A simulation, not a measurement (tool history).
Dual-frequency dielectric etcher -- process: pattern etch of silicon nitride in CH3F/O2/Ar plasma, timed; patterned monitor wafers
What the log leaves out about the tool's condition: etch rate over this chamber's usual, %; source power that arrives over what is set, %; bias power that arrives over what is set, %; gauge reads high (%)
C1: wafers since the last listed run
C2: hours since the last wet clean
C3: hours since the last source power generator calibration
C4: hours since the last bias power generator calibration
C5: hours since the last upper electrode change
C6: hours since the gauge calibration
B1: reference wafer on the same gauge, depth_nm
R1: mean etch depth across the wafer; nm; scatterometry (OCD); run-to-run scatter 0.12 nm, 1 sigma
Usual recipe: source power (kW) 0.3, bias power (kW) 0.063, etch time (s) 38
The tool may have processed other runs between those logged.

Run 1, hour 0: usual settings but etch time (s) 30; C1 0; C2 395.5; C3 1599.7; C4 2349; C5 4686.9; C6 647; B1 26.4. Result: R1 18.95 nm.
At hour 26.7: wet clean of the chamber.
Run 2, hour 55.7: usual settings but etch time (s) 30; C1 419; C2 29; C3 1655.4; C4 2404.7; C5 4742.6; C6 702.7; B1 26.46. Result: R1 19.34 nm.
Run 3, hour 116.2: usual settings but etch time (s) 30; C1 801; C2 89.5; C3 1715.9; C4 2465.2; C5 4803.1; C6 763.2; B1 26.4. Result: R1 19.21 nm.
Run 4, hour 167.9: usual settings; C1 684; C2 141.2; C3 1767.6; C4 2516.9; C5 4854.8; C6 814.9; B1 26.42. Result: R1 24.53 nm.
Run 5, hour 211.4: usual settings but etch time (s) 43.5; C1 576; C2 184.7; C3 1811.1; C4 2560.4; C5 4898.3; C6 858.4; B1 26.42. Result: R1 27.76 nm.
Run 6, hour 269.5: usual settings but etch time (s) 43.5; C1 769; C2 242.8; C3 1869.2; C4 2618.5; C5 4956.4; C6 916.5; B1 26.43. Result: R1 27.54 nm.
Run 7, hour 341.4: usual settings; C1 952; C2 314.7; C3 1941.1; C4 2690.4; C5 5028.3; C6 988.4; B1 26.43. Result: R1 24.16 nm.
Run 8, hour 376: usual settings; C1 458; C2 349.3; C3 1975.7; C4 2725; C5 5062.9; C6 1023; B1 26.35. Result: R1 24.16 nm.
Run 9, hour 437.4: usual settings; C1 813; C2 410.7; C3 2037.1; C4 2786.4; C5 5124.3; C6 1084.4; B1 26.41. Result: R1 23.9 nm.
At hour 444.4: gauge calibrated.
At hour 485.3: wet clean of the chamber.
Run 10, hour 555.2: usual settings; C1 1242; C2 69.9; C3 2154.9; C4 2904.2; C5 5242.1; C6 110.8; B1 26.45. Result: R1 23.21 nm.
Run 11, hour 591.5: usual settings; C1 480; C2 106.2; C3 2191.2; C4 2940.5; C5 5278.4; C6 147.1; B1 26.42. Result: R1 23 nm.
Run 12, hour 663.1: usual settings; C1 948; C2 177.8; C3 2262.8; C4 3012.1; C5 5350; C6 218.7; B1 26.45. Result: R1 23.26 nm.
At hour 698: wet clean of the chamber, repeated, since the last time left the tool worse.
At hour 769.2: source power generator calibrated.
At hour 810: upper electrode replaced.
Run 13, hour 810.5: usual settings but bias power (kW) 0.078; C1 1263; C2 112.5; C3 41.3; C4 3159.5; C5 0.5; C6 366.1; B1 26.4. Result: R1 25.77 nm.
Run 14, hour 840.7: usual settings but etch time (s) 43.5; C1 399; C2 142.7; C3 71.5; C4 3189.7; C5 30.7; C6 396.3; B1 26.3. Result: R1 27.98 nm.
Run 15, hour 876.3: usual settings; C1 471; C2 178.3; C3 107.1; C4 3225.3; C5 66.3; C6 431.9; B1 26.38. Result: R1 24.34 nm.
Run 16, hour 915: usual settings but source power (kW) 0.37, bias power (kW) 0.057, etch time (s) 32; C1 512; C2 217; C3 145.8; C4 3264; C5 105; C6 470.6; B1 26.37. Result: R1 21.09 nm.
At hour 945.7: bias power generator calibrated.
Run 17, hour 984.2: usual settings; C1 863; C2 286.2; C3 215; C4 38.5; C5 174.2; C6 539.8; B1 26.37. Result: R1 24.15 nm.
Run 18, hour 1040.2: usual settings but bias power (kW) 0.079, etch time (s) 32.5; C1 741; C2 342.2; C3 271; C4 94.5; C5 230.2; C6 595.8; B1 26.39. Result: R1 21.71 nm.
At hour 1099.1: wet clean of the chamber.
Run 19, hour 1099.6: usual settings; C1 468; C2 0.5; C3 330.4; C4 153.9; C5 289.6; C6 655.2; B1 26.34. Result: R1 24.68 nm.
Run 20, hour 1128.7: usual settings but bias power (kW) 0.076, etch time (s) 44; C1 385; C2 29.6; C3 359.5; C4 183; C5 318.7; C6 684.3; B1 26.47. Result: R1 29.79 nm.
Run 21, hour 1177.1: usual settings but source power (kW) 0.37, bias power (kW) 0.074, etch time (s) 48; C1 641; C2 78; C3 407.9; C4 231.4; C5 367.1; C6 732.7; B1 26.35. Result: R1 34.2 nm.
Run 22, hour 1201.2: usual settings but source power (kW) 0.33, bias power (kW) 0.051; C1 319; C2 102.1; C3 432; C4 255.5; C5 391.2; C6 756.8; B1 26.41. Result: R1 23.89 nm.
Run 23, hour 1251: usual settings but source power (kW) 0.27; C1 659; C2 151.9; C3 481.8; C4 305.3; C5 441; C6 806.6; B1 26.4. Result: R1 23.53 nm.
Run 24, hour 1289.1: usual settings but etch time (s) 34.5; C1 504; C2 190; C3 519.9; C4 343.4; C5 479.1; C6 844.7; B1 26.42. Result: R1 21.95 nm.
Run 25, hour 1354.2: usual settings; C1 862; C2 255.1; C3 585; C4 408.5; C5 544.2; C6 909.8; B1 26.43. Result: R1 24.1 nm.
Run 26, hour 1385.9: usual settings but bias power (kW) 0.055, etch time (s) 30.5; C1 419; C2 286.8; C3 616.7; C4 440.2; C5 575.9; C6 941.5; B1 26.39. Result: R1 18.68 nm.
Run 27, hour 1480.9: usual settings but source power (kW) 0.38, bias power (kW) 0.073, etch time (s) 48.5; C1 1258; C2 381.8; C3 711.7; C4 535.2; C5 670.9; C6 1036.5; B1 26.36. Result: R1 33.98 nm.
At hour 1537.8: wet clean of the chamber.
Run 28, hour 1538.3: usual settings; C1 442; C2 0.5; C3 769.1; C4 592.6; C5 728.3; C6 1093.9; B1 26.4. Result: R1 24.66 nm.
Run 29, hour 1595.8: usual settings but source power (kW) 0.23, bias power (kW) 0.057, etch time (s) 26.5; C1 761; C2 58; C3 826.6; C4 650.1; C5 785.8; C6 1151.4; B1 26.46. Result: R1 15.42 nm.

4 options for the next run, each taken on its own from the tool as it stands now. Forecast them:
Run A, hour 1596.2: usual settings; C1 5; C2 58.4; C3 827; C4 650.5; C5 786.2; C6 1151.8; B1 ?. Result: R1 ?.
Run B, hour 1596.2: usual settings but source power (kW) 0.26, bias power (kW) 0.05, etch time (s) 35; C1 5; C2 58.4; C3 827; C4 650.5; C5 786.2; C6 1151.8; B1 ?. Result: R1 ?.
Run C, hour 1596.2: usual settings but source power (kW) 0.33; C1 5; C2 58.4; C3 827; C4 650.5; C5 786.2; C6 1151.8; B1 ?. Result: R1 ?.
Run D, hour 1596.2: usual settings but source power (kW) 0.36, etch time (s) 45; C1 5; C2 58.4; C3 827; C4 650.5; C5 786.2; C6 1151.8; B1 ?. Result: R1 ?.

run     B1     R1
  A  26.37  24.48
  B  26.37  20.49
  C  26.37  25.16
  D  26.37  30.57
Stripped of hidden state, with their random variation kept, the same runs would have yielded:
run     R1
  A  24.63
  B  20.62
  C  25.31
  D  30.76
